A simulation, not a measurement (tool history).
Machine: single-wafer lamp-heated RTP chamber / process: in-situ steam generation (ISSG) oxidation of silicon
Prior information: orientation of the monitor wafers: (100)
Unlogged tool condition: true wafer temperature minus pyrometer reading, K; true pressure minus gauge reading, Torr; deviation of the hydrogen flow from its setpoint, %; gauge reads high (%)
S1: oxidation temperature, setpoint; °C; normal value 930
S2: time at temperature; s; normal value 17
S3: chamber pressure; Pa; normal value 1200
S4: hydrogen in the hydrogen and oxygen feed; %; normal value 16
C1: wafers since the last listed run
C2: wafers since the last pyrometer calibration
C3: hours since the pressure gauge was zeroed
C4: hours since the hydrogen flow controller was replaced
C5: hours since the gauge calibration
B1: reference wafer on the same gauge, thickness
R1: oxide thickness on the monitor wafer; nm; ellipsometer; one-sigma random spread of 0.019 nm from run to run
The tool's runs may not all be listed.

Run 1, hour 0.0: usual settings but S4 11 %; C1 0; C2 2873; C3 1742.3; C4 1522.6; C5 375.7; B1 4.030. Result: R1 3.463 nm.
Run 2, hour 20.1: usual settings but S4 11 %; C1 179; C2 3053; C3 1762.4; C4 1542.7; C5 395.8; B1 4.027. Result: R1 3.446 nm.
Run 3, hour 50.5: usual settings but S4 23 %; C1 272; C2 3325; C3 1792.8; C4 1573.1; C5 426.2; B1 4.035. Result: R1 4.017 nm.
Run 4, hour 81.3: usual settings but S4 23 %; C1 275; C2 3601; C3 1823.6; C4 1603.9; C5 457.0; B1 4.028. Result: R1 4.036 nm.
Run 5, hour 94.4: usual settings but S4 23 %; C1 117; C2 3718; C3 1836.7; C4 1617.0; C5 470.1; B1 4.027. Result: R1 4.059 nm.
At hour 125.3: gauge calibrated.
Run 6, hour 184.9: usual settings; C1 810; C2 4528; C3 1927.2; C4 1707.5; C5 59.6; B1 4.028. Result: R1 3.733 nm.
Run 7, hour 197.7: usual settings; C1 114; C2 4643; C3 1940.0; C4 1720.3; C5 72.4; B1 4.030. Result: R1 3.738 nm.
Run 8, hour 231.4: usual settings; C1 301; C2 4945; C3 1973.7; C4 1754.0; C5 106.1; B1 4.027. Result: R1 3.759 nm.
Run 9, hour 260.7: usual settings; C1 262; C2 5207; C3 2003.0; C4 1783.3; C5 135.4; B1 4.029. Result: R1 3.755 nm.
Run 10, hour 285.2: usual settings; C1 219; C2 5426; C3 2027.5; C4 1807.8; C5 159.9; B1 4.029. Result: R1 3.725 nm.
Run 11, hour 303.6: usual settings; C1 164; C2 5591; C3 2045.9; C4 1826.2; C5 178.3; B1 4.030. Result: R1 3.735 nm.
Run 12, hour 320.9: usual settings; C1 154; C2 5746; C3 2063.2; C4 1843.5; C5 195.6; B1 4.030. Result: R1 3.753 nm.
Run 13, hour 356.5: usual settings but S4 13 %; C1 318; C2 6065; C3 2098.8; C4 1879.1; C5 231.2; B1 4.032. Result: R1 3.563 nm.
Run 14, hour 384.9: usual settings but S2 16 s; C1 254; C2 6319; C3 2127.2; C4 1907.5; C5 259.6; B1 4.031. Result: R1 3.682 nm.
Run 15, hour 400.6: usual settings; C1 140; C2 6459; C3 2142.9; C4 1923.2; C5 275.3; B1 4.028. Result: R1 3.795 nm.
Run 16, hour 432.0: usual settings but S1 947 °C, S4 23 %; C1 281; C2 6740; C3 2174.3; C4 1954.6; C5 306.7; B1 4.028. Result: R1 4.288 nm.
Run 17, hour 456.7: usual settings; C1 221; C2 6962; C3 2199.0; C4 1979.3; C5 331.4; B1 4.031. Result: R1 3.756 nm.
Run 18, hour 474.7: usual settings; C1 161; C2 7123; C3 2217.0; C4 1997.3; C5 349.4; B1 4.029. Result: R1 3.776 nm.
At hour 486.1: pressure gauge zeroed.
At hour 498.2: pyrometer window cleaned and pyrometer calibrated.
Run 19, hour 499.1: usual settings but S2 11 s; C1 75; C2 7; C3 13.0; C4 2021.7; C5 373.8; B1 4.034. Result: R1 3.132 nm.
Run 20, hour 532.4: usual settings; C1 298; C2 305; C3 46.3; C4 2055.0; C5 407.1; B1 4.032. Result: R1 3.684 nm.
Run 21, hour 559.8: usual settings but S2 12 s, S4 11 %; C1 245; C2 551; C3 73.7; C4 2082.4; C5 434.5; B1 4.031. Result: R1 3.004 nm.
At hour 572.7: gauge calibrated.
Run 22, hour 582.6: usual settings but S1 937 °C, S2 15 s; C1 204; C2 755; C3 96.5; C4 2105.2; C5 9.9; B1 4.027. Result: R1 3.553 nm.
Run 23, hour 604.7: usual settings but S1 947 °C, S4 23 %; C1 197; C2 953; C3 118.6; C4 2127.3; C5 32.0; B1 4.024. Result: R1 4.187 nm.
Run 24, hour 670.6: usual settings but S1 938 °C, S4 21 %; C1 589; C2 1543; C3 184.5; C4 2193.2; C5 97.9; B1 4.023. Result: R1 4.005 nm.
Run 25, hour 689.2: usual settings but S2 12 s; C1 166; C2 1709; C3 203.1; C4 2211.8; C5 116.5; B1 4.028. Result: R1 3.251 nm.
At hour 704.3: hydrogen flow controller replaced.
Run 26, hour 723.9: usual settings but S1 938 °C, S4 21 %; C1 239; C2 1948; C3 237.8; C4 19.6; C5 151.2; B1 4.024. Result: R1 4.037 nm.
Run 27, hour 740.8: usual settings but S4 12 %; C1 151; C2 2099; C3 254.7; C4 36.5; C5 168.1; B1 4.030. Result: R1 3.485 nm.
Run 28, hour 756.6: usual settings; C1 141; C2 2241; C3 270.5; C4 52.3; C5 183.9; B1 4.031. Result: R1 3.729 nm.
Run 29, hour 789.4: usual settings; C1 293; C2 2535; C3 303.3; C4 85.1; C5 216.7; B1 4.037. Result: R1 3.721 nm.
Run 30, hour 817.1: usual settings but S3 1320 Pa, S4 11 %; C1 247; C2 2782; C3 331.0; C4 112.8; C5 244.4; B1 4.028. Result: R1 3.396 nm.
Run 31, hour 908.9: usual settings but S1 942 °C, S2 15 s, S3 1320 Pa, S4 11 %; C1 821; C2 3604; C3 422.8; C4 204.6; C5 336.2; B1 4.029. Result: R1 3.347 nm.
Run 32, hour 930.8: usual settings but S2 23 s, S3 1293 Pa, S4 11 %; C1 196; C2 3800; C3 444.7; C4 226.5; C5 358.1; B1 4.026. Result: R1 3.890 nm.

For some of the steps in R1 from one run to the next: how much would appear even if the tool had no hidden state, given the settings, what came in and random variation, and how much remains for the hidden state plus any gauge scatter that the measured result and the result without hidden state don't share?
Run 15 -> 16: S1 930 -> 947, S4 16 -> 23. R1 +0.493 nm: hidden state +0.025, all else +0.468.
Run 18 -> 19: S2 17 -> 11, pressure gauge zeroed, pyrometer window cleaned and pyrometer calibrated. R1 -0.644 nm: hidden state -0.093, all else -0.551.
Run 20 -> 21: S2 17 -> 12, S4 16 -> 11. R1 -0.680 nm: hidden state +0.000, all else -0.680.
Run 24 -> 25: S1 938 -> 930, S2 17 -> 12, S4 21 -> 16. R1 -0.754 nm: hidden state -0.016, all else -0.738.
Run 25 -> 26: S1 930 -> 938, S2 12 -> 17, S4 16 -> 21, hydrogen flow controller replaced. R1 +0.786 nm: hidden state +0.027, all else +0.759.
